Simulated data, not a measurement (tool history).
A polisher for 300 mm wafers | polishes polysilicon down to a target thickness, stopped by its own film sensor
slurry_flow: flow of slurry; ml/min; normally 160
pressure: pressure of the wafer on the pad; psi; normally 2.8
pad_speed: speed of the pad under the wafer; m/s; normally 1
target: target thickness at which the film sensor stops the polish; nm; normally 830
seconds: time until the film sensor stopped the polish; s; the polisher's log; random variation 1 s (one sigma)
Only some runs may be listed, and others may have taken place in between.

run   hour  slurry_flow  pressure  pad_speed  target  incoming thickness of the incoming film, nm  seconds
  1      0          160       3.5          1     830                                       1460.5     58.2
  2   11.2          160       3.5          1     830                                       1458.2     57.2
      30.2  -- worn pad replaced by a new one
  3   30.7          160       2.8          1     830                                       1437.8     67.9
  4   42.7          160       2.8          1     911                                       1433.7     58.7
  5   53.6          160       2.8          1     911                                       1438.9     60.2
  6   64.5          160       2.8          1     911                                       1430.8     59.1
  7   73.3          160         3          1     830                                       1432.8     65.8
  8   87.4          160         3          1     830                                       1433.4     67.1
      94.1  -- worn pad replaced by a new one
  9   97.9          160         3          1     830                                       1423.7     62.8
       101  -- slurry nozzle cleaned
     111.2  -- head pressure recalibrated
 10  111.7          160       2.8       1.12     830                                       1423.4     60.2
 11  121.6          160       2.8       1.12     830                                       1417.2     60.6
 12  130.7          160       2.8       1.12     830                                       1456.8       65
 13  137.6          160       3.6          1     830                                       1434.5     55.8
     153.8  -- worn pad replaced by a new one
 14  154.4          160       3.6          1     830                                       1464.6     54.1
 15    162          160       2.8          1     830                                       1440.2     68.5
 16  176.3          130       3.1       1.34     893                                       1444.1     43.1
 17  191.9          120       2.8          1     830                                         1436       74
 18  198.1          160       2.8       0.72     721                                       1428.2    112.9
 19  205.6          110       2.8          1     673                                         1451     98.6
     216.6  -- worn pad replaced by a new one
 20  218.6          160       1.9          1     830                                         1456    102.8
 21  234.8          105       2.8          1     830                                       1441.1     75.9
 22  240.9          160       3.1          1     830                                       1411.2     57.8
 23    249          160       2.8       1.16     830                                       1455.8     63.1
 24  259.8          145       2.8          1     976                                         1418     51.6
 25  269.1          160       2.8          1     830                                       1427.7     69.8
     275.9  -- worn pad replaced by a new one
 26  284.5          160       2.8          1     830                                       1435.4     66.3
 27  292.2          105       2.8          1     695                                       1451.8     94.7
 28    302          160       2.8       0.68     830                                       1409.4     98.4

Below are 3 alternative next runs, each starting from the tool's condition after run 28. Predict each:
  A  302.4          160       2.8          1     830                                       1440.4        ?
  B  302.4          130       1.9       0.72     830                                       1440.4        ?
  C  302.4          160       2.8        1.2     830                                       1440.4        ?

run  seconds
  A     68.3
  B    145.9
  C       57
Had the tool no hidden state, the same runs would have come out as:
run  seconds
  A     66.8
  B    142.5
  C     55.6

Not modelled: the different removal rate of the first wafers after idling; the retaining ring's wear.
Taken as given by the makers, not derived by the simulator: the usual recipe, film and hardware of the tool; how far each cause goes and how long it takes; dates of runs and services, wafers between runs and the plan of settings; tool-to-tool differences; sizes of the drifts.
